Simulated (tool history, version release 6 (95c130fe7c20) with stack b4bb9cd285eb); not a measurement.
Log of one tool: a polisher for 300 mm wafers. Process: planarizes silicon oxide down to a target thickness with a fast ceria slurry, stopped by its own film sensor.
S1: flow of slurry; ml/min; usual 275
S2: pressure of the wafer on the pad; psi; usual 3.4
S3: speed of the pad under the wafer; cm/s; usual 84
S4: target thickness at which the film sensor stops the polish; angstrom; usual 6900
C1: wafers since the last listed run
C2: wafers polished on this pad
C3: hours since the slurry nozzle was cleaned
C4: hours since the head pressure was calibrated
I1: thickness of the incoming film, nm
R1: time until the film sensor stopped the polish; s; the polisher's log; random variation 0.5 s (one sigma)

| run | day | S1 | S2 | S3 | S4 | C1 | C2 | C3 | C4 | I1 | R1 |
|---|---|---|---|---|---|---|---|---|---|---|---|
| 1 | 0.000 | 275 | 3.4 | 74 | 6900 | 0 | 5577 | 335.8 | 151.6 | 1434.4 | 53.2 |
|  | 2.067 | worn pad replaced by a new one |
| 2 | 2.971 | 275 | 3.7 | 92 | 6900 | 835 | 269 | 407.1 | 222.9 | 1409.6 | 38.6 |
| 3 | 5.896 | 275 | 3.4 | 84 | 6900 | 871 | 1141 | 477.3 | 293.1 | 1423.7 | 46.5 |
| 4 | 8.679 | 275 | 3.4 | 84 | 6900 | 829 | 1970 | 544.1 | 359.9 | 1437.9 | 47.6 |
|  | 10.817 | slurry nozzle cleaned |
| 5 | 11.162 | 275 | 3.4 | 84 | 6900 | 727 | 2698 | 8.3 | 419.5 | 1432.9 | 46.0 |
| 6 | 13.725 | 275 | 3.4 | 84 | 5550 | 763 | 3461 | 69.8 | 481.0 | 1422.4 | 55.5 |
| 7 | 15.171 | 275 | 3.4 | 84 | 5550 | 430 | 3892 | 104.5 | 515.7 | 1415.7 | 54.9 |
|  | 15.317 | head pressure recalibrated |
| 8 | 17.421 | 275 | 3.8 | 76 | 6900 | 645 | 4538 | 158.5 | 50.5 | 1408.5 | 45.2 |
| 9 | 18.779 | 275 | 3.4 | 84 | 6900 | 404 | 4942 | 191.1 | 83.1 | 1414.7 | 46.5 |
| 10 | 21.246 | 275 | 3.4 | 84 | 6900 | 735 | 5678 | 250.3 | 142.3 | 1426.6 | 46.9 |
|  | 24.250 | worn pad replaced by a new one |
| 11 | 28.754 | 275 | 3.4 | 84 | 6900 | 2187 | 1341 | 430.5 | 322.5 | 1425.4 | 47.1 |
| 12 | 31.671 | 275 | 3.4 | 84 | 6900 | 869 | 2210 | 500.5 | 392.5 | 1445.2 | 48.1 |
|  | 33.958 | head pressure recalibrated |
|  | 36.012 | slurry nozzle cleaned |
| 13 | 38.225 | 275 | 3.4 | 100 | 6900 | 1915 | 4126 | 53.1 | 102.4 | 1411.7 | 37.8 |
| 14 | 41.112 | 275 | 3.4 | 100 | 6900 | 860 | 4986 | 122.4 | 171.7 | 1407.4 | 38.3 |
| 15 | 43.938 | 275 | 3.4 | 100 | 6900 | 841 | 5828 | 190.2 | 239.5 | 1457.6 | 41.4 |
| 16 | 46.375 | 190 | 2.7 | 110 | 5080 | 726 | 6554 | 248.7 | 298.0 | 1415.4 | 57.2 |
| 17 | 48.867 | 275 | 2.3 | 60 | 4900 | 742 | 7297 | 308.5 | 357.8 | 1452.5 | 128.2 |
|  | 49.175 | worn pad replaced by a new one |
| 18 | 51.204 | 185 | 3.8 | 108 | 6900 | 646 | 604 | 364.6 | 413.9 | 1428.2 | 33.6 |
| 19 | 53.058 | 275 | 3.4 | 106 | 6900 | 552 | 1156 | 409.1 | 458.4 | 1434.1 | 37.6 |
|  | 55.108 | head pressure recalibrated |
| 20 | 55.242 | 275 | 3.4 | 94 | 5960 | 625 | 1782 | 461.5 | 3.2 | 1429.5 | 46.9 |
| 21 | 57.846 | 275 | 3.8 | 84 | 6900 | 775 | 2558 | 524.0 | 65.7 | 1431.1 | 41.6 |
| 22 | 59.517 | 275 | 3.4 | 84 | 6900 | 497 | 3056 | 564.1 | 105.8 | 1431.6 | 46.7 |
|  | 60.129 | slurry nozzle cleaned |
| 23 | 61.996 | 275 | 3.4 | 66 | 6900 | 726 | 3782 | 44.8 | 165.3 | 1451.3 | 60.3 |
| 24 | 67.117 | 320 | 2.3 | 84 | 6900 | 1525 | 5308 | 167.7 | 288.2 | 1422.8 | 68.2 |
| 25 | 69.388 | 275 | 4.3 | 98 | 6900 | 676 | 5985 | 222.2 | 342.7 | 1454.3 | 32.8 |
| 26 | 70.738 | 275 | 2.2 | 62 | 6900 | 402 | 6387 | 254.6 | 375.1 | 1451.3 | 99.3 |
|  | 71.362 | worn pad replaced by a new one |
| 27 | 71.892 | 365 | 2.5 | 84 | 5530 | 294 | 157 | 282.3 | 402.8 | 1428.9 | 73.4 |
| 28 | 73.525 | 275 | 3.4 | 84 | 9390 | 486 | 643 | 321.5 | 442.0 | 1426.1 | 30.9 |
|  | 74.046 | head pressure recalibrated |
| 29 | 76.375 | 190 | 3.0 | 84 | 6900 | 824 | 1468 | 389.9 | 55.9 | 1421.3 | 54.8 |
| 30 | 79.117 | 185 | 3.8 | 108 | 6900 | 816 | 2285 | 455.7 | 121.7 | 1429.3 | 33.3 |
|  | 79.675 | slurry nozzle cleaned |
| 31 | 82.029 | 320 | 2.3 | 84 | 6900 | 855 | 3140 | 56.5 | 191.6 | 1411.7 | 65.8 |
| 32 | 83.396 | 275 | 3.4 | 84 | 6900 | 407 | 3548 | 89.3 | 224.4 | 1453.7 | 48.5 |
| 33 | 85.800 | 340 | 4.3 | 100 | 6230 | 716 | 4264 | 147.0 | 282.1 | 1422.4 | 32.8 |
| 34 | 88.454 | 275 | 3.4 | 84 | 6900 | 790 | 5055 | 210.7 | 345.8 | 1419.4 | 45.3 |
| 35 | 90.529 | 305 | 3.4 | 108 | 6900 | 618 | 5673 | 260.5 | 395.6 | 1406.9 | 35.1 |
|  | 93.771 | head pressure recalibrated |
|  | 96.300 | worn pad replaced by a new one |
| 36 | 97.771 | 275 | 3.4 | 84 | 6900 | 2083 | 437 | 434.3 | 96.0 | 1420.5 | 46.0 |
| 37 | 99.592 | 300 | 2.6 | 84 | 6900 | 542 | 980 | 478.0 | 139.7 | 1408.9 | 59.1 |

Forecast each of these 3 alternatives for the next run:
| A | 99.608 | 275 | 3.4 | 84 | 4390 | 4 | 985 | 478.4 | 140.1 | 1428.8 | ? |
| B | 99.608 | 275 | 3.4 | 84 | 4840 | 4 | 985 | 478.4 | 140.1 | 1428.8 | ? |
| C | 99.608 | 275 | 3.1 | 84 | 7770 | 4 | 985 | 478.4 | 140.1 | 1428.8 | ? |

| run | R1 |
|---|---|
| A | 62.0 |
| B | 59.2 |
| C | 44.8 |
Without the tool's hidden state the same runs would have given:
| run | R1 |
|---|---|
| A | 62.0 |
| B | 59.2 |
| C | 44.8 |
